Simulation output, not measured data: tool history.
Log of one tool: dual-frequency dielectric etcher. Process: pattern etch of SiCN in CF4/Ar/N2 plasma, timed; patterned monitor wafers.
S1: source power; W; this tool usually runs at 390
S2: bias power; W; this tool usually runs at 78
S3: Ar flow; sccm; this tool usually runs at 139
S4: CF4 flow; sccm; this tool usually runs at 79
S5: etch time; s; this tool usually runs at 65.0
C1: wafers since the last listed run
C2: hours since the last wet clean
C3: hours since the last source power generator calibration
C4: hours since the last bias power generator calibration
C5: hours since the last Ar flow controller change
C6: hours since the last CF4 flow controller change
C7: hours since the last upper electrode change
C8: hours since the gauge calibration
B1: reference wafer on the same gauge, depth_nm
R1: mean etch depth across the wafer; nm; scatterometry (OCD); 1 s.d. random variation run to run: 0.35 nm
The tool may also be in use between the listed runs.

run,hour,S1,S2,S3,S4,S5,C1,C2,C3,C4,C5,C6,C7,C8,B1,R1
1,0.0,390,78,139,84,65.0,0,425.4,3777.8,2006.4,4561.0,3082.7,2703.8,189.4,53.30,52.75
2,9.3,390,78,139,79,65.0,68,434.7,3787.1,2015.7,4570.3,3092.0,2713.1,198.7,53.31,52.50
3,17.1,390,78,139,79,65.0,57,442.5,3794.9,2023.5,4578.1,3099.8,2720.9,206.5,53.29,51.13
4,23.2,390,78,139,93,65.0,45,448.6,3801.0,2029.6,4584.2,3105.9,2727.0,212.6,53.41,53.00
5,40.6,390,78,155,71,65.0,128,466.0,3818.4,2047.0,4601.6,3123.3,2744.4,230.0,53.24,49.52
6,47.6,390,78,139,79,65.0,51,473.0,3825.4,2054.0,4608.6,3130.3,2751.4,237.0,53.41,51.76
# hour 74.0: wet clean of the chamber
7,74.5,390,78,139,79,65.0,21,0.5,3852.3,2080.9,4635.5,3157.2,2778.3,263.9,53.39,54.90
8,74.8,390,78,139,79,65.0,2,0.8,3852.6,2081.2,4635.8,3157.5,2778.6,264.2,53.48,55.60
# hour 85.2: gauge calibrated
9,91.4,390,78,139,79,65.0,122,17.4,3869.2,2097.8,4652.4,3174.1,2795.2,6.2,53.39,55.22
10,103.2,390,78,139,85,65.0,87,29.2,3881.0,2109.6,4664.2,3185.9,2807.0,18.0,53.41,55.38
11,117.4,390,58,139,79,56.5,104,43.4,3895.2,2123.8,4678.4,3200.1,2821.2,32.2,53.27,41.28
12,128.3,440,98,139,61,78.5,80,54.3,3906.1,2134.7,4689.3,3211.0,2832.1,43.1,53.38,76.93
# hour 132.6: bias power generator calibrated
# hour 137.5: CF4 flow controller replaced
13,141.7,420,95,172,93,65.0,33,67.7,3919.5,9.1,4702.7,4.2,2845.5,56.5,53.47,61.96
# hour 146.3: source power generator calibrated
14,157.5,390,78,139,79,65.0,87,83.5,11.2,24.9,4718.5,20.0,2861.3,72.3,53.39,54.53
# hour 168.9: Ar flow controller replaced
15,169.4,490,97,110,64,65.0,43,95.4,23.1,36.8,0.5,31.9,2873.2,84.2,53.42,71.07
# hour 194.0: upper electrode replaced
16,194.5,390,64,139,79,70.0,8,120.5,48.2,61.9,25.6,57.0,0.5,109.3,53.48,53.58
17,199.4,390,78,139,79,65.0,36,125.4,53.1,66.8,30.5,61.9,5.4,114.2,53.37,54.21
18,205.9,420,61,173,79,65.0,47,131.9,59.6,73.3,37.0,68.4,11.9,120.7,53.42,49.44
19,217.1,470,66,149,79,54.0,82,143.1,70.8,84.5,48.2,79.6,23.1,131.9,53.41,47.54
20,255.5,450,78,139,95,75.0,283,181.5,109.2,122.9,86.6,118.0,61.5,170.3,53.32,71.97

Branching from run 20: 5 alternative next runs. What would each branch give?
A,255.9,390,78,139,79,65.0,2,181.9,109.6,123.3,87.0,118.4,61.9,170.7,?,?
B,255.9,490,78,153,67,55.0,2,181.9,109.6,123.3,87.0,118.4,61.9,170.7,?,?
C,255.9,390,78,163,79,65.0,2,181.9,109.6,123.3,87.0,118.4,61.9,170.7,?,?
D,255.9,390,62,115,88,71.0,2,181.9,109.6,123.3,87.0,118.4,61.9,170.7,?,?
E,255.9,390,72,109,97,74.5,2,181.9,109.6,123.3,87.0,118.4,61.9,170.7,?,?

run,B1,R1
A,53.33,53.90
B,53.33,51.81
C,53.33,52.67
D,53.33,55.72
E,53.33,63.59
Had the tool no hidden state, the same runs would have come out as:
run,R1
A,54.72
B,52.60
C,53.48
D,56.58
E,64.56
